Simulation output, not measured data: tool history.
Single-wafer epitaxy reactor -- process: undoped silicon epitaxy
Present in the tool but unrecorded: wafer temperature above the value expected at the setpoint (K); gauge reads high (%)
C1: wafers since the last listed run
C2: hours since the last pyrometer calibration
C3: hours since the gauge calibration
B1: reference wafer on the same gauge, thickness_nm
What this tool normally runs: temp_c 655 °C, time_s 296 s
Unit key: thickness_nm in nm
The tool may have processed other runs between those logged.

run 1 hour=0.0 | temp_c=655 time_s=296 | C1=0 C2=1045.3 C3=244.5 | B1=63.844 | thickness_nm=55.374
run 2 hour=60.4 | temp_c=655 time_s=296 | C1=430 C2=1105.7 C3=304.9 | B1=63.777 | thickness_nm=55.003
run 3 hour=118.0 | temp_c=655 time_s=296 | C1=410 C2=1163.3 C3=362.5 | B1=63.787 | thickness_nm=54.746
run 4 hour=188.9 | temp_c=666 time_s=296 | C1=504 C2=1234.2 C3=433.4 | B1=63.756 | thickness_nm=71.401
run 5 hour=242.7 | temp_c=666 time_s=296 | C1=383 C2=1288.0 C3=487.2 | B1=63.843 | thickness_nm=71.406
run 6 hour=273.2 | temp_c=666 time_s=296 | C1=217 C2=1318.5 C3=517.7 | B1=63.754 | thickness_nm=71.101
run 7 hour=338.1 | temp_c=655 time_s=296 | C1=462 C2=1383.4 C3=582.6 | B1=63.837 | thickness_nm=53.876
-- hour=341.4 gauge calibrated
run 8 hour=376.1 | temp_c=655 time_s=296 | C1=270 C2=1421.4 C3=34.7 | B1=63.808 | thickness_nm=54.352
run 9 hour=402.9 | temp_c=655 time_s=296 | C1=190 C2=1448.2 C3=61.5 | B1=63.808 | thickness_nm=54.262
run 10 hour=435.3 | temp_c=655 time_s=296 | C1=230 C2=1480.6 C3=93.9 | B1=63.812 | thickness_nm=54.054
-- hour=491.9 pyrometer calibrated
run 11 hour=492.3 | temp_c=655 time_s=296 | C1=348 C2=0.4 C3=150.9 | B1=63.743 | thickness_nm=56.986
run 12 hour=535.0 | temp_c=663 time_s=296 | C1=304 C2=43.1 C3=193.6 | B1=63.742 | thickness_nm=68.812
run 13 hour=569.8 | temp_c=659 time_s=296 | C1=247 C2=77.9 C3=228.4 | B1=63.882 | thickness_nm=62.996
run 14 hour=626.3 | temp_c=645 time_s=296 | C1=402 C2=134.4 C3=284.9 | B1=63.757 | thickness_nm=44.405
run 15 hour=691.5 | temp_c=648 time_s=296 | C1=464 C2=199.6 C3=350.1 | B1=63.760 | thickness_nm=47.492
run 16 hour=750.7 | temp_c=648 time_s=341 | C1=421 C2=258.8 C3=409.3 | B1=63.743 | thickness_nm=55.270
run 17 hour=801.7 | temp_c=641 time_s=345 | C1=363 C2=309.8 C3=460.3 | B1=63.763 | thickness_nm=46.408
run 18 hour=842.4 | temp_c=643 time_s=319 | C1=289 C2=350.5 C3=501.0 | B1=63.820 | thickness_nm=45.031
run 19 hour=876.1 | temp_c=655 time_s=296 | C1=239 C2=384.2 C3=534.7 | B1=63.775 | thickness_nm=56.549
-- hour=877.0 gauge calibrated
run 20 hour=931.2 | temp_c=655 time_s=296 | C1=392 C2=439.3 C3=54.2 | B1=63.787 | thickness_nm=56.785
run 21 hour=975.3 | temp_c=655 time_s=296 | C1=314 C2=483.4 C3=98.3 | B1=63.865 | thickness_nm=57.069
run 22 hour=1175.7 | temp_c=646 time_s=346 | C1=1427 C2=683.8 C3=298.7 | B1=63.790 | thickness_nm=52.505
run 23 hour=1203.5 | temp_c=646 time_s=311 | C1=197 C2=711.6 C3=326.5 | B1=63.776 | thickness_nm=47.088

Same runs, no hidden state in the tool, same run-to-run variation:
run=1 thickness_nm=56.484
run=2 thickness_nm=56.264
run=3 thickness_nm=56.160
run=4 thickness_nm=73.460
run=5 thickness_nm=73.676
run=6 thickness_nm=73.486
run=7 thickness_nm=55.946
run=8 thickness_nm=56.572
run=9 thickness_nm=56.572
run=10 thickness_nm=56.472
run=11 thickness_nm=56.683
run=12 thickness_nm=68.455
run=13 thickness_nm=62.672
run=14 thickness_nm=44.180
run=15 thickness_nm=47.276
run=16 thickness_nm=55.051
run=17 thickness_nm=46.251
run=18 thickness_nm=44.907
run=19 thickness_nm=56.428
run=20 thickness_nm=56.720
run=21 thickness_nm=57.054
run=22 thickness_nm=52.763
run=23 thickness_nm=47.361
